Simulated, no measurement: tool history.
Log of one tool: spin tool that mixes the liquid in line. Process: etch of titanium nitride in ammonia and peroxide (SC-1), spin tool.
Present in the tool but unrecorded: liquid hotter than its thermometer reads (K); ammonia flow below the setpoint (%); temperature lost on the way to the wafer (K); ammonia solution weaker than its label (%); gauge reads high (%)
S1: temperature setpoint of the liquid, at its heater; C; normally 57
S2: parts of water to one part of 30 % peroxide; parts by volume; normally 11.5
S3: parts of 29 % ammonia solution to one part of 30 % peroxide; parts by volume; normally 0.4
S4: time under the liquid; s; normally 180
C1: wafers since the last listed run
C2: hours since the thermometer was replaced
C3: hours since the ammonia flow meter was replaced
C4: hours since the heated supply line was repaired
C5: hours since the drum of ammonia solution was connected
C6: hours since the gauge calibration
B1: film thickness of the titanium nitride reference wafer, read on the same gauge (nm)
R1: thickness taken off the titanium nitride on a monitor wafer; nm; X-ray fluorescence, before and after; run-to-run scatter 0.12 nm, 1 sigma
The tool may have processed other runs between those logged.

| run | hour | S1 | S2 | S3 | S4 | C1 | C2 | C3 | C4 | C5 | C6 | B1 | R1 |
|---|---|---|---|---|---|---|---|---|---|---|---|---|---|
| 1 | 0 | 57 | 9 | 0.4 | 245 | 0 | 23 | 114.7 | 3337.6 | 195.6 | 7.2 | 149.99 | 38.23 |
| 2 | 17.8 | 57 | 8 | 0.4 | 250 | 116 | 40.8 | 132.5 | 3355.4 | 213.4 | 25 | 150.01 | 41.54 |
|  | 20.7 | heated supply line repaired |
| 3 | 24.7 | 57 | 11.5 | 0.4 | 180 | 38 | 47.7 | 139.4 | 4 | 220.3 | 31.9 | 149.98 | 24.82 |
| 4 | 34.3 | 57 | 16 | 0.5 | 180 | 62 | 57.3 | 149 | 13.6 | 229.9 | 41.5 | 149.99 | 21.63 |
| 5 | 46.1 | 63 | 11.5 | 0.3 | 180 | 76 | 69.1 | 160.8 | 25.4 | 241.7 | 53.3 | 149.98 | 34.91 |
| 6 | 53.4 | 57 | 15.5 | 0.6 | 220 | 47 | 76.4 | 168.1 | 32.7 | 249 | 60.6 | 150.01 | 27.63 |
|  | 58.6 | new drum of ammonia solution connected |
| 7 | 68.1 | 57 | 14 | 0.4 | 150 | 89 | 91.1 | 182.8 | 47.4 | 9.5 | 75.3 | 150 | 18.95 |
| 8 | 85.6 | 66.5 | 16.5 | 0.6 | 230 | 114 | 108.6 | 200.3 | 64.9 | 27 | 92.8 | 149.98 | 52.68 |
| 9 | 100.7 | 57 | 16.5 | 0.55 | 150 | 98 | 123.7 | 215.4 | 80 | 42.1 | 107.9 | 150.01 | 18.42 |
| 10 | 118.4 | 57 | 11.5 | 0.55 | 215 | 115 | 141.4 | 233.1 | 97.7 | 59.8 | 125.6 | 150 | 31.94 |
| 11 | 125.3 | 64 | 11.5 | 0.2 | 180 | 44 | 148.3 | 240 | 104.6 | 66.7 | 132.5 | 150.01 | 35.16 |
| 12 | 136.2 | 57 | 11.5 | 0.4 | 215 | 71 | 159.2 | 250.9 | 115.5 | 77.6 | 143.4 | 149.99 | 30.34 |
| 13 | 148.8 | 62 | 5.5 | 0.4 | 135 | 82 | 171.8 | 263.5 | 128.1 | 90.2 | 156 | 150.03 | 38.53 |
| 14 | 165.1 | 57 | 11.5 | 0.4 | 180 | 106 | 188.1 | 279.8 | 144.4 | 106.5 | 172.3 | 149.98 | 25.06 |
| 15 | 171.6 | 57 | 9.5 | 0.25 | 260 | 42 | 194.6 | 286.3 | 150.9 | 113 | 178.8 | 150.01 | 36.96 |
| 16 | 188.2 | 59.5 | 11.5 | 0.4 | 180 | 108 | 211.2 | 302.9 | 167.5 | 129.6 | 195.4 | 149.99 | 29.96 |
| 17 | 200.5 | 57 | 11.5 | 0.55 | 180 | 80 | 223.5 | 315.2 | 179.8 | 141.9 | 207.7 | 149.96 | 26.68 |
| 18 | 208.2 | 51.5 | 9 | 0.4 | 180 | 50 | 231.2 | 322.9 | 187.5 | 149.6 | 215.4 | 150.01 | 19.84 |
| 19 | 221.3 | 57 | 11.5 | 0.4 | 95 | 85 | 244.3 | 336 | 200.6 | 162.7 | 228.5 | 150 | 13.28 |
| 20 | 234.5 | 57 | 11.5 | 0.4 | 180 | 86 | 257.5 | 349.2 | 213.8 | 175.9 | 241.7 | 149.96 | 25.32 |
| 21 | 248.9 | 57 | 17 | 0.4 | 180 | 93 | 271.9 | 363.6 | 228.2 | 190.3 | 256.1 | 149.97 | 20.21 |
| 22 | 258.6 | 57 | 11.5 | 0.3 | 210 | 63 | 281.6 | 373.3 | 237.9 | 200 | 265.8 | 149.99 | 27.89 |
| 23 | 269.2 | 50 | 8.5 | 0.6 | 260 | 69 | 292.2 | 383.9 | 248.5 | 210.6 | 276.4 | 150.02 | 28.08 |
| 24 | 277.8 | 57 | 8.5 | 0.4 | 260 | 56 | 300.8 | 392.5 | 257.1 | 219.2 | 285 | 150.02 | 42.67 |
|  | 294.5 | new drum of ammonia solution connected |
| 25 | 295.7 | 57 | 11.5 | 0.4 | 180 | 110 | 318.7 | 410.4 | 275 | 1.2 | 302.9 | 149.97 | 25.41 |

Predict each of these 3 candidate next runs independently; none follows another, all start after run 25:
| A | 296.2 | 57 | 11.5 | 0.4 | 180 | 3 | 319.2 | 410.9 | 275.5 | 1.7 | 303.4 | ? | ? |
| B | 296.2 | 54 | 11.5 | 0.4 | 180 | 3 | 319.2 | 410.9 | 275.5 | 1.7 | 303.4 | ? | ? |
| C | 296.2 | 57 | 11.5 | 0.4 | 245 | 3 | 319.2 | 410.9 | 275.5 | 1.7 | 303.4 | ? | ? |

| run | B1 | R1 |
|---|---|---|
| A | 150.01 | 25.54 |
| B | 150.01 | 20.87 |
| C | 150.01 | 34.76 |
Stripped of hidden state, with their random variation kept, the same runs would have yielded:
| run | R1 |
|---|---|
| A | 25.09 |
| B | 20.5 |
| C | 34.15 |

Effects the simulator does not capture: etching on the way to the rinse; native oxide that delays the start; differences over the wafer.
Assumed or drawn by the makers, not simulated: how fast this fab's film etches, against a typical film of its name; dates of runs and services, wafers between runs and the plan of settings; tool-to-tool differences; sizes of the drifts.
